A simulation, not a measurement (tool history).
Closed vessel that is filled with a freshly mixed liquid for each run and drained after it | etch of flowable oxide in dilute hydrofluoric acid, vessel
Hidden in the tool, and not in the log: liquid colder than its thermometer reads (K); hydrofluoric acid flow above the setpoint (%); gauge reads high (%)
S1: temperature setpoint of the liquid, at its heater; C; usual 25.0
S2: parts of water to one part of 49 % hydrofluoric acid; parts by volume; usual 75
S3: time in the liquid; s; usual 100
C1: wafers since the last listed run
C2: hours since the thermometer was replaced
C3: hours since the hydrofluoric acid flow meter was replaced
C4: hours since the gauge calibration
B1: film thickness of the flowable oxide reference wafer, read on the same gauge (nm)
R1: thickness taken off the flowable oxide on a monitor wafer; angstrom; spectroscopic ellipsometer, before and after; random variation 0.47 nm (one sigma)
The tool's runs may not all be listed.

run	day	S1	S2	S3	C1	C2	C3	C4	B1	R1
1	0.000	21.0	75	70	0	690.1	560.2	57.0	60.01	301.7
2	0.533	25.0	75	100	1641	702.9	573.0	69.8	60.02	515.2
3	1.088	25.0	75	100	1705	716.2	586.3	83.1	59.99	502.6
4	1.571	25.0	75	100	1487	727.8	597.9	94.7	59.99	517.3
5	1.892	21.5	75	75	987	735.5	605.6	102.4	59.97	325.5
6	2.554	25.0	75	100	2039	751.4	621.5	118.3	60.01	507.9
7	2.975	25.0	75	100	1295	761.5	631.6	128.4	59.98	510.1
# day 3.367: thermometer replaced
8	3.688	25.0	75	100	2064	7.7	648.7	145.5	60.01	534.3
9	4.300	25.0	75	100	1885	22.4	663.4	160.2	60.01	536.4
# day 4.529: hydrofluoric acid flow meter replaced
10	4.967	25.0	90	100	1923	38.4	10.5	176.2	60.01	444.6
11	5.417	25.0	75	100	1384	49.2	21.3	187.0	60.00	543.6
12	5.917	25.0	55	100	1538	61.2	33.3	199.0	59.99	743.9
13	6.546	25.0	55	100	1936	76.3	48.4	214.1	60.02	761.0
14	7.296	25.0	75	100	2308	94.3	66.4	232.1	59.99	541.5
15	7.996	25.0	55	60	2154	111.1	83.2	248.9	60.01	447.2
16	8.250	20.5	35	130	782	117.2	89.3	255.0	60.02	1279.0
17	8.725	25.0	75	100	1461	128.6	100.7	266.4	59.99	542.1
18	9.008	20.0	45	55	872	135.4	107.5	273.2	60.00	412.4
# day 9.083: gauge calibrated
19	9.746	20.5	105	145	2269	153.1	125.2	15.9	60.02	445.4
20	10.025	22.5	45	65	859	159.8	131.9	22.6	60.02	551.3
21	10.446	21.5	40	70	1295	169.9	142.0	32.7	60.01	639.6
22	11.183	25.0	75	100	2269	187.6	159.7	50.4	60.02	525.5
23	12.146	23.0	75	100	2962	210.7	182.8	73.5	59.97	481.9
24	12.742	25.0	75	100	1833	225.0	197.1	87.8	59.99	533.9
25	13.408	27.5	40	40	2051	241.0	213.1	103.8	60.04	459.7
26	13.912	25.0	75	100	1551	253.1	225.2	115.9	60.01	530.8
27	14.412	27.5	100	70	1538	265.1	237.2	127.9	59.99	296.8
28	14.683	29.0	55	150	833	271.6	243.7	134.4	59.98	1299.4
29	15.062	28.0	55	145	1166	280.7	252.8	143.5	60.00	1202.5
30	15.500	25.0	95	100	1346	291.2	263.3	154.0	60.01	411.5
31	15.804	25.0	75	100	936	298.5	270.6	161.3	60.00	519.9
32	16.062	23.0	115	70	795	304.7	276.8	167.5	59.99	208.8
33	16.425	25.0	40	45	1115	313.4	285.5	176.2	60.02	465.0

The same runs without the tool's hidden state, with the same run-to-run variation:
run	R1
1	327.8
2	558.9
3	546.2
4	562.8
5	355.3
6	554.2
7	557.1
8	542.9
9	546.0
10	453.3
11	555.1
12	760.8
13	779.5
14	555.6
15	460.0
16	1318.6
17	558.4
18	426.0
19	460.4
20	570.8
21	663.1
22	544.8
23	501.4
24	556.0
25	479.7
26	554.6
27	310.0
28	1359.4
29	1259.4
30	431.4
31	545.8
32	219.3
33	489.7
